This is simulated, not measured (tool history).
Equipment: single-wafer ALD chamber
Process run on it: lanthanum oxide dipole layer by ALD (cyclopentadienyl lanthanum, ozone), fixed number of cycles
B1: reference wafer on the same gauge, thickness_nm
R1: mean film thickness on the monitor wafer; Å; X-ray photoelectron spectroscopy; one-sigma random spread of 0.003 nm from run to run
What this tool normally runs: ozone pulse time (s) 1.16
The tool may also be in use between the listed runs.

{"run": 1, "hour": 0.0, "ozone pulse time (s)": 1.16, "B1": 0.581, "R1": 4.95}
{"run": 2, "hour": 97.1, "ozone pulse time (s)": 1.16, "B1": 0.58, "R1": 4.94}
{"run": 3, "hour": 153.4, "ozone pulse time (s)": 1.16, "B1": 0.581, "R1": 4.86}
{"run": 4, "hour": 233.3, "ozone pulse time (s)": 1.16, "B1": 0.579, "R1": 4.83}
{"run": 5, "hour": 305.2, "ozone pulse time (s)": 1.16, "B1": 0.58, "R1": 4.82}
{"hour": 313.2, "done": "thermocouple changed; heater temperature recalibrated"}
{"hour": 390.9, "done": "ozone generator serviced"}
{"run": 6, "hour": 408.3, "ozone pulse time (s)": 1.16, "B1": 0.58, "R1": 5.27}
{"run": 7, "hour": 479.2, "ozone pulse time (s)": 1.16, "B1": 0.582, "R1": 5.15}
{"hour": 570.1, "done": "showerhead replaced"}
{"run": 8, "hour": 570.6, "ozone pulse time (s)": 0.76, "B1": 0.581, "R1": 4.4}
{"run": 9, "hour": 609.7, "ozone pulse time (s)": 1.16, "B1": 0.581, "R1": 5.22}

Run 10 has not been measured yet. What should we expect?
{"run": 10, "hour": 714.4, "ozone pulse time (s)": 1.16, "B1": "?", "R1": "?"}

Run 10 came out at B1 0.581, R1 5.19 Å.
On a tool with no hidden condition, and with the same random variation, this run would have come out at R1 5.24 Å.
